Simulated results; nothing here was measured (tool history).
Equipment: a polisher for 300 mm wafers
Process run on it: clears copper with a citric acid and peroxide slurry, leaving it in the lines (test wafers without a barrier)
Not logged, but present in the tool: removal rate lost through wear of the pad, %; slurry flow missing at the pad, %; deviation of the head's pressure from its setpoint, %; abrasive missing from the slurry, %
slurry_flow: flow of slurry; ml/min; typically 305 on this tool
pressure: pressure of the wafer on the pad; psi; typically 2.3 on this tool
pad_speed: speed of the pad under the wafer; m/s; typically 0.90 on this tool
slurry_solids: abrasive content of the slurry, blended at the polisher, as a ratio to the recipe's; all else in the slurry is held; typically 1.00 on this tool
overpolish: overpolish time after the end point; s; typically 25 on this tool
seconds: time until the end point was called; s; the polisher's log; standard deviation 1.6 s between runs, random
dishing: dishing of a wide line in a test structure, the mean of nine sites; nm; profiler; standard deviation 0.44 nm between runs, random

| run | hour | slurry_flow | pressure | pad_speed | slurry_solids | overpolish | wafers since the last listed run | wafers polished on this pad | hours since the slurry nozzle was cleaned | hours since the head pressure was calibrated | hours since the slurry blender was calibrated | incoming thickness of the incoming film, nm | seconds | dishing |
|---|---|---|---|---|---|---|---|---|---|---|---|---|---|---|
| 1 | 0.0 | 305 | 2.3 | 0.90 | 1.00 | 25 | 0 | 1239 | 280.2 | 564.9 | 263.6 | 233.1 | 170.6 | 22.9 |
| 2 | 28.7 | 305 | 1.8 | 0.90 | 1.20 | 25 | 179 | 1419 | 308.9 | 593.6 | 292.3 | 229.4 | 197.7 | 20.3 |
| 3 | 48.2 | 305 | 2.8 | 0.90 | 1.00 | 25 | 121 | 1541 | 328.4 | 613.1 | 311.8 | 228.5 | 144.1 | 26.1 |
|  | 53.5 | worn pad replaced by a new one |
| 4 | 61.1 | 305 | 2.8 | 0.90 | 1.00 | 25 | 55 | 47 | 341.3 | 626.0 | 324.7 | 229.8 | 132.0 | 27.4 |
| 5 | 92.9 | 305 | 2.3 | 0.90 | 1.00 | 25 | 198 | 246 | 373.1 | 657.8 | 356.5 | 225.2 | 156.3 | 24.7 |
| 6 | 116.8 | 305 | 2.3 | 0.90 | 1.00 | 25 | 149 | 395 | 397.0 | 681.7 | 380.4 | 230.6 | 162.9 | 24.1 |
| 7 | 150.0 | 305 | 2.3 | 0.90 | 1.00 | 25 | 207 | 603 | 430.2 | 714.9 | 413.6 | 233.6 | 169.4 | 22.8 |
| 8 | 166.5 | 305 | 2.3 | 0.90 | 1.00 | 25 | 103 | 706 | 446.7 | 731.4 | 430.1 | 228.5 | 166.7 | 23.1 |
| 9 | 180.1 | 305 | 2.3 | 0.90 | 1.00 | 25 | 85 | 791 | 460.3 | 745.0 | 443.7 | 230.8 | 166.1 | 23.2 |
| 10 | 192.1 | 305 | 2.9 | 0.78 | 1.00 | 25 | 75 | 866 | 472.3 | 757.0 | 455.7 | 229.9 | 149.5 | 25.6 |
|  | 196.2 | head pressure recalibrated |
|  | 217.9 | slurry blender recalibrated |
| 11 | 219.6 | 305 | 1.6 | 0.90 | 0.75 | 25 | 146 | 1013 | 499.8 | 23.4 | 1.7 | 231.7 | 234.7 | 17.0 |
| 12 | 241.6 | 305 | 1.8 | 1.12 | 1.00 | 25 | 137 | 1151 | 521.8 | 45.4 | 23.7 | 230.4 | 178.8 | 21.6 |
| 13 | 254.6 | 355 | 2.3 | 0.90 | 0.90 | 25 | 81 | 1232 | 534.8 | 58.4 | 36.7 | 227.8 | 170.6 | 22.6 |
|  | 276.4 | worn pad replaced by a new one |
|  | 278.3 | slurry nozzle cleaned |
| 14 | 278.8 | 270 | 2.3 | 0.90 | 1.00 | 25 | 120 | 8 | 0.5 | 82.6 | 60.9 | 228.5 | 154.8 | 25.0 |
| 15 | 313.2 | 305 | 2.3 | 0.90 | 1.00 | 25 | 215 | 223 | 34.9 | 117.0 | 95.3 | 229.4 | 160.3 | 24.4 |
| 16 | 343.0 | 305 | 2.3 | 0.90 | 1.00 | 25 | 186 | 410 | 64.7 | 146.8 | 125.1 | 229.9 | 163.9 | 24.2 |
| 17 | 378.5 | 305 | 2.3 | 0.90 | 1.00 | 25 | 221 | 632 | 100.2 | 182.3 | 160.6 | 230.3 | 165.5 | 23.9 |
| 18 | 392.0 | 305 | 2.3 | 0.90 | 1.00 | 36 | 84 | 716 | 113.7 | 195.8 | 174.1 | 229.7 | 165.5 | 32.8 |

What the log doesn't show, run by run:
slurry flow missing at the pad, %: 0 in every run
deviation of the head's pressure from its setpoint, %: 0 in every run
abrasive missing from the slurry, %: 0 in every run
H1: removal rate lost through wear of the pad, %
| run | H1 |
|---|---|
| 1 | 8.24 |
| 2 | 8.43 |
| 3 | 8.52 |
| 4 | 0.982 |
| 5 | 3.58 |
| 6 | 4.92 |
| 7 | 6.19 |
| 8 | 6.64 |
| 9 | 6.95 |
| 10 | 7.17 |
| 11 | 7.57 |
| 12 | 7.8 |
| 13 | 7.91 |
| 14 | 0.37 |
| 15 | 3.34 |
| 16 | 5 |
| 17 | 6.29 |
| 18 | 6.64 |
